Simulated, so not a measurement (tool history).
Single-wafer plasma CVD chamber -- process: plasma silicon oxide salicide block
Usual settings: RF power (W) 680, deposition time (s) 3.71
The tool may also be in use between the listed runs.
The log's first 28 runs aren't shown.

run,hour,RF power (W),deposition time (s),"read-back reference wafer on the same gauge, thickness_nm",mean film thickness on the monitor wafer (nm)
29,346.4,680,3.29,33.118,33.544
30,361.9,555,3.21,33.112,30.294
31,369.2,735,2.97,33.097,31.02
32,382.9,730,3.02,33.085,31.524
33,397.4,680,3.27,33.076,33.314
34,408.9,740,3.97,33.075,41.525
# hour 427: RF generator calibrated
35,427.5,810,3.71,33.115,41.347
36,432,615,3.71,33.143,37.251
37,444.4,720,4.02,33.086,42.784
38,461.9,620,3.71,33.101,37.496
39,478.4,635,4.35,33.089,44.313
40,485.2,635,3.08,33.107,31.49
41,530.3,780,4.19,33.086,45.99
42,538.4,810,2.98,33.077,33.294
43,548.9,805,4.05,33.101,44.973

Here are 5 independent what-if runs from the current tool condition. What would each one return?
A,549.3,680,3,?,?
B,549.3,680,4.44,?,?
C,549.3,595,3.22,?,?
D,549.3,765,2.97,?,?
E,549.3,560,4.06,?,?

run,"read-back reference wafer on the same gauge, thickness_nm",mean film thickness on the monitor wafer (nm)
A,33.109,31.441
B,33.109,46.533
C,33.109,32.082
D,33.109,32.503
E,33.109,39.507
What these runs would have given with no unlogged condition in the tool:
run,mean film thickness on the monitor wafer (nm)
A,31.627
B,46.807
C,32.271
D,32.695
E,39.741

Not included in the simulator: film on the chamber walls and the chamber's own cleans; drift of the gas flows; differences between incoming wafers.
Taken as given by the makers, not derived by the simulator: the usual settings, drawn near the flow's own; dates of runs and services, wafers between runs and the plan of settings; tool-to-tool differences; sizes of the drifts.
